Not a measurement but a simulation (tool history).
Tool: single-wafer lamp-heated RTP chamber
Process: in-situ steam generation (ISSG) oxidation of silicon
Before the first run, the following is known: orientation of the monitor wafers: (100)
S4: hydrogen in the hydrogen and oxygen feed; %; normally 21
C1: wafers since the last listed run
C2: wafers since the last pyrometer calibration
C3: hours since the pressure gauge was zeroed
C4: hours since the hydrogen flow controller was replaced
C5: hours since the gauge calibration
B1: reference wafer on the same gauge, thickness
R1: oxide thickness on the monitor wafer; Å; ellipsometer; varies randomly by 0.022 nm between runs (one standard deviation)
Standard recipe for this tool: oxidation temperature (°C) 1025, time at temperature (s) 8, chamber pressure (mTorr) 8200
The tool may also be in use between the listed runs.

{"run": 1, "hour": 0.0, "oxidation temperature (°C)": 1025, "time at temperature (s)": 7, "chamber pressure (mTorr)": 8200, "S4": 21, "C1": 0, "C2": 419, "C3": 4479.8, "C4": 5668.8, "C5": 476.6, "B1": 3.425, "R1": 37.2}
{"hour": 39.6, "done": "gauge calibrated"}
{"run": 2, "hour": 70.2, "oxidation temperature (°C)": 1025, "time at temperature (s)": 8, "chamber pressure (mTorr)": 8200, "S4": 21, "C1": 945, "C2": 1364, "C3": 4550, "C4": 5739, "C5": 30.6, "B1": 3.42, "R1": 39.64}
{"run": 3, "hour": 134.8, "oxidation temperature (°C)": 1025, "time at temperature (s)": 8, "chamber pressure (mTorr)": 8200, "S4": 21, "C1": 869, "C2": 2234, "C3": 4614.6, "C4": 5803.6, "C5": 95.2, "B1": 3.421, "R1": 39.43}
{"run": 4, "hour": 195.6, "oxidation temperature (°C)": 1025, "time at temperature (s)": 8, "chamber pressure (mTorr)": 8200, "S4": 21, "C1": 818, "C2": 3052, "C3": 4675.4, "C4": 5864.4, "C5": 156, "B1": 3.423, "R1": 39.65}
{"run": 5, "hour": 247.6, "oxidation temperature (°C)": 1025, "time at temperature (s)": 6, "chamber pressure (mTorr)": 8200, "S4": 21, "C1": 700, "C2": 3752, "C3": 4727.4, "C4": 5916.4, "C5": 208, "B1": 3.429, "R1": 34.88}
{"run": 6, "hour": 295.5, "oxidation temperature (°C)": 1025, "time at temperature (s)": 6, "chamber pressure (mTorr)": 8200, "S4": 21, "C1": 644, "C2": 4397, "C3": 4775.3, "C4": 5964.3, "C5": 255.9, "B1": 3.421, "R1": 35.51}
{"run": 7, "hour": 330.7, "oxidation temperature (°C)": 1025, "time at temperature (s)": 8, "chamber pressure (mTorr)": 8200, "S4": 21, "C1": 473, "C2": 4871, "C3": 4810.5, "C4": 5999.5, "C5": 291.1, "B1": 3.418, "R1": 39.5}
{"run": 8, "hour": 360.7, "oxidation temperature (°C)": 1025, "time at temperature (s)": 8, "chamber pressure (mTorr)": 7600, "S4": 24, "C1": 403, "C2": 5275, "C3": 4840.5, "C4": 6029.5, "C5": 321.1, "B1": 3.424, "R1": 41.65}
{"run": 9, "hour": 396.2, "oxidation temperature (°C)": 1025, "time at temperature (s)": 10, "chamber pressure (mTorr)": 8200, "S4": 30, "C1": 477, "C2": 5753, "C3": 4876, "C4": 6065, "C5": 356.6, "B1": 3.414, "R1": 48.83}
{"hour": 426.9, "done": "pressure gauge zeroed"}
{"run": 10, "hour": 432.1, "oxidation temperature (°C)": 1043, "time at temperature (s)": 8, "chamber pressure (mTorr)": 8200, "S4": 27, "C1": 375, "C2": 6129, "C3": 5.2, "C4": 6100.9, "C5": 392.5, "B1": 3.417, "R1": 46.5}
{"hour": 457.1, "done": "gauge calibrated"}
{"hour": 509.5, "done": "hydrogen flow controller replaced"}
{"run": 11, "hour": 510.0, "oxidation temperature (°C)": 1025, "time at temperature (s)": 8, "chamber pressure (mTorr)": 8200, "S4": 21, "C1": 941, "C2": 7070, "C3": 83.1, "C4": 0.5, "C5": 52.9, "B1": 3.416, "R1": 40.22}
{"hour": 557.8, "done": "pyrometer window cleaned and pyrometer calibrated"}
{"run": 12, "hour": 565.4, "oxidation temperature (°C)": 1032, "time at temperature (s)": 10, "chamber pressure (mTorr)": 8900, "S4": 30, "C1": 638, "C2": 102, "C3": 138.5, "C4": 55.9, "C5": 108.3, "B1": 3.415, "R1": 48.85}
{"run": 13, "hour": 594.8, "oxidation temperature (°C)": 1032, "time at temperature (s)": 10, "chamber pressure (mTorr)": 8900, "S4": 30, "C1": 395, "C2": 498, "C3": 167.9, "C4": 85.3, "C5": 137.7, "B1": 3.417, "R1": 49.08}
{"run": 14, "hour": 634.9, "oxidation temperature (°C)": 1025, "time at temperature (s)": 8, "chamber pressure (mTorr)": 9100, "S4": 27, "C1": 539, "C2": 1038, "C3": 208, "C4": 125.4, "C5": 177.8, "B1": 3.416, "R1": 41.96}
{"run": 15, "hour": 706.5, "oxidation temperature (°C)": 1007, "time at temperature (s)": 11, "chamber pressure (mTorr)": 8800, "S4": 31, "C1": 964, "C2": 2002, "C3": 279.6, "C4": 197, "C5": 249.4, "B1": 3.428, "R1": 46.64}

For some of the steps in R1 from one run to the next: how much would appear even if the tool had no hidden state, given the settings, what came in and random variation, and how much remains for the hidden state plus any gauge scatter that the measured result and the result without hidden state don't share?
The tool's hidden condition here consists of: true wafer temperature minus pyrometer reading, K; true pressure minus gauge reading, Torr; deviation of the hydrogen flow from its setpoint, %; gauge reads high (%).
Run 11 -> 12: oxidation temperature (°C) 1025 -> 1032, time at temperature (s) 8 -> 10, chamber pressure (mTorr) 8200 -> 8900, S4 21 -> 30, pyrometer window cleaned and pyrometer calibrated. R1 +8.63 Å: hidden state -1.06, all else +9.69.
